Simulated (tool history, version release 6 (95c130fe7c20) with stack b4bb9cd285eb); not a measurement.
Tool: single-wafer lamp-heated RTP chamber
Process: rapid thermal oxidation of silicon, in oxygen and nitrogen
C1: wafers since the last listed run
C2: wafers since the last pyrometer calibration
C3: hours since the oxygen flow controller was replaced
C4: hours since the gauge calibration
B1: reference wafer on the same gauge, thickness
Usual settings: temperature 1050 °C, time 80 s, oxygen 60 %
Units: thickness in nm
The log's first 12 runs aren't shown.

run 13 hour=307.7 | temperature=1050 time=80 oxygen=39 | C1=318 C2=2044 C3=2464.4 C4=885.6 | B1=8.798 | thickness=8.119
run 14 hour=342.3 | temperature=1050 time=80 oxygen=39 | C1=331 C2=2375 C3=2499.0 C4=920.2 | B1=8.816 | thickness=8.130
run 15 hour=377.1 | temperature=1050 time=107 oxygen=60 | C1=333 C2=2709 C3=2533.8 C4=955.0 | B1=8.825 | thickness=10.786
run 16 hour=409.3 | temperature=1050 time=107 oxygen=60 | C1=308 C2=3017 C3=2566.0 C4=987.2 | B1=8.824 | thickness=10.835
run 17 hour=471.6 | temperature=1050 time=80 oxygen=60 | C1=596 C2=3614 C3=2628.3 C4=1049.5 | B1=8.849 | thickness=9.532
-- hour=474.4 gauge calibrated
run 18 hour=500.6 | temperature=1040 time=103 oxygen=60 | C1=277 C2=3892 C3=2657.3 C4=26.2 | B1=8.693 | thickness=9.841
run 19 hour=516.6 | temperature=1050 time=80 oxygen=60 | C1=153 C2=4045 C3=2673.3 C4=42.2 | B1=8.694 | thickness=9.393
run 20 hour=531.4 | temperature=1050 time=80 oxygen=60 | C1=141 C2=4187 C3=2688.1 C4=57.0 | B1=8.694 | thickness=9.352
run 21 hour=553.9 | temperature=1050 time=114 oxygen=37 | C1=215 C2=4403 C3=2710.6 C4=79.5 | B1=8.702 | thickness=9.211
-- hour=580.4 oxygen flow controller replaced
run 22 hour=580.9 | temperature=1063 time=80 oxygen=60 | C1=182 C2=4585 C3=0.5 C4=106.5 | B1=8.693 | thickness=10.179
run 23 hour=587.1 | temperature=1050 time=47 oxygen=60 | C1=59 C2=4644 C3=6.7 C4=112.7 | B1=8.693 | thickness=7.402
-- hour=630.2 pyrometer window cleaned and pyrometer calibrated
run 24 hour=630.7 | temperature=1050 time=80 oxygen=60 | C1=341 C2=4 C3=50.3 C4=156.3 | B1=8.698 | thickness=9.416
run 25 hour=642.1 | temperature=1030 time=80 oxygen=60 | C1=109 C2=114 C3=61.7 C4=167.7 | B1=8.693 | thickness=8.149
run 26 hour=676.6 | temperature=1050 time=47 oxygen=60 | C1=330 C2=444 C3=96.2 C4=202.2 | B1=8.697 | thickness=7.385
run 27 hour=707.2 | temperature=1078 time=52 oxygen=60 | C1=293 C2=738 C3=126.8 C4=232.8 | B1=8.698 | thickness=9.307
run 28 hour=742.8 | temperature=1050 time=80 oxygen=43 | C1=341 C2=1079 C3=162.4 C4=268.4 | B1=8.696 | thickness=8.323
run 29 hour=766.1 | temperature=1038 time=111 oxygen=72 | C1=223 C2=1302 C3=185.7 C4=291.7 | B1=8.710 | thickness=10.639
run 30 hour=800.7 | temperature=1041 time=80 oxygen=72 | C1=331 C2=1633 C3=220.3 C4=326.3 | B1=8.694 | thickness=9.433
run 31 hour=816.8 | temperature=1050 time=80 oxygen=60 | C1=154 C2=1788 C3=236.4 C4=342.4 | B1=8.708 | thickness=9.405
run 32 hour=831.2 | temperature=1050 time=80 oxygen=60 | C1=137 C2=1926 C3=250.8 C4=356.8 | B1=8.707 | thickness=9.397
run 33 hour=854.3 | temperature=1050 time=61 oxygen=60 | C1=221 C2=2147 C3=273.9 C4=379.9 | B1=8.715 | thickness=8.322
run 34 hour=887.5 | temperature=1062 time=80 oxygen=60 | C1=318 C2=2465 C3=307.1 C4=413.1 | B1=8.720 | thickness=10.175
run 35 hour=918.6 | temperature=1050 time=80 oxygen=60 | C1=298 C2=2763 C3=338.2 C4=444.2 | B1=8.728 | thickness=9.364
run 36 hour=983.1 | temperature=1050 time=80 oxygen=60 | C1=618 C2=3381 C3=402.7 C4=508.7 | B1=8.733 | thickness=9.384
run 37 hour=1015.2 | temperature=1059 time=95 oxygen=33 | C1=307 C2=3689 C3=434.8 C4=540.8 | B1=8.729 | thickness=8.723

5 ways to go on from here, each from the tool as it stands after run 37. What would each give?
run A hour=1015.7 | temperature=1050 time=114 oxygen=60 | C1=4 C2=3694 C3=435.3 C4=541.3 | B1=? | thickness=?
run B hour=1015.7 | temperature=1027 time=108 oxygen=60 | C1=4 C2=3694 C3=435.3 C4=541.3 | B1=? | thickness=?
run C hour=1015.7 | temperature=1080 time=118 oxygen=44 | C1=4 C2=3694 C3=435.3 C4=541.3 | B1=? | thickness=?
run D hour=1015.7 | temperature=1064 time=54 oxygen=60 | C1=4 C2=3694 C3=435.3 C4=541.3 | B1=? | thickness=?
run E hour=1015.7 | temperature=1079 time=80 oxygen=60 | C1=4 C2=3694 C3=435.3 C4=541.3 | B1=? | thickness=?

run=A B1=8.735 thickness=10.987
run=B B1=8.735 thickness=9.127
run=C B1=8.735 thickness=12.202
run=D B1=8.735 thickness=8.636
run=E B1=8.735 thickness=11.362
Without the tool's hidden state the same runs would have given:
run=A thickness=10.934
run=B thickness=9.083
run=C thickness=12.143
run=D thickness=8.594
run=E thickness=11.307
